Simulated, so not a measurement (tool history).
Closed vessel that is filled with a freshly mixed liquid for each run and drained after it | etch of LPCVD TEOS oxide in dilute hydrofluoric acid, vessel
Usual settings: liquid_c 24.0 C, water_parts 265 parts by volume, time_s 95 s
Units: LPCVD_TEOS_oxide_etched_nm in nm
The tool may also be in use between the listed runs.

| run | hour | liquid_c | water_parts | time_s | wafers since the last listed run | hours since the thermometer was replaced | hours since the hydrofluoric acid flow meter was replaced | hours since the gauge calibration | read-back film thickness of the LPCVD TEOS oxide reference wafer, read on the same gauge (nm) | LPCVD_TEOS_oxide_etched_nm |
|---|---|---|---|---|---|---|---|---|---|---|
| 1 | 0.0 | 24.0 | 265 | 95 | 0 | 1249.1 | 1217.4 | 141.4 | 140.01 | 8.69 |
| 2 | 12.2 | 24.0 | 265 | 95 | 1622 | 1261.3 | 1229.6 | 153.6 | 140.00 | 8.68 |
| 3 | 39.4 | 24.0 | 265 | 95 | 3616 | 1288.5 | 1256.8 | 180.8 | 140.00 | 8.68 |
| 4 | 58.4 | 24.0 | 265 | 95 | 2526 | 1307.5 | 1275.8 | 199.8 | 139.98 | 8.68 |
| 5 | 88.2 | 24.0 | 265 | 80 | 3962 | 1337.3 | 1305.6 | 229.6 | 140.00 | 7.41 |
|  | 92.0 | thermometer replaced |
|  | 102.1 | hydrofluoric acid flow meter replaced |
| 6 | 114.6 | 24.0 | 265 | 80 | 3244 | 22.6 | 12.5 | 256.0 | 140.01 | 6.21 |
| 7 | 134.7 | 24.0 | 265 | 95 | 2672 | 42.7 | 32.6 | 276.1 | 140.03 | 7.44 |
|  | 161.4 | gauge calibrated |
| 8 | 165.3 | 28.5 | 325 | 70 | 4068 | 73.3 | 63.2 | 3.9 | 139.99 | 4.88 |
| 9 | 190.5 | 19.5 | 310 | 50 | 3350 | 98.5 | 88.4 | 29.1 | 139.98 | 2.75 |
| 10 | 205.1 | 21.5 | 265 | 95 | 1941 | 113.1 | 103.0 | 43.7 | 139.99 | 6.81 |
| 11 | 224.5 | 20.5 | 265 | 135 | 2579 | 132.5 | 122.4 | 63.1 | 140.02 | 9.30 |
| 12 | 253.0 | 24.0 | 340 | 95 | 3789 | 161.0 | 150.9 | 91.6 | 139.98 | 5.45 |
| 13 | 275.6 | 24.0 | 265 | 95 | 3005 | 183.6 | 173.5 | 114.2 | 140.00 | 7.52 |
| 14 | 301.4 | 28.5 | 265 | 95 | 3430 | 209.4 | 199.3 | 140.0 | 140.01 | 8.83 |

Forecast each of these 3 alternatives for the next run:
| A | 302.1 | 24.0 | 390 | 95 | 93 | 210.1 | 200.0 | 140.7 | ? | ? |
| B | 302.1 | 27.5 | 200 | 50 | 93 | 210.1 | 200.0 | 140.7 | ? | ? |
| C | 302.1 | 25.5 | 300 | 140 | 93 | 210.1 | 200.0 | 140.7 | ? | ? |

| run | read-back film thickness of the LPCVD TEOS oxide reference wafer, read on the same gauge (nm) | LPCVD_TEOS_oxide_etched_nm |
|---|---|---|
| A | 140.00 | 4.57 |
| B | 140.00 | 6.42 |
| C | 140.00 | 10.04 |
Without the tool's hidden state the same runs would have given:
| run | LPCVD_TEOS_oxide_etched_nm |
|---|---|
| A | 4.43 |
| B | 6.22 |
| C | 9.72 |

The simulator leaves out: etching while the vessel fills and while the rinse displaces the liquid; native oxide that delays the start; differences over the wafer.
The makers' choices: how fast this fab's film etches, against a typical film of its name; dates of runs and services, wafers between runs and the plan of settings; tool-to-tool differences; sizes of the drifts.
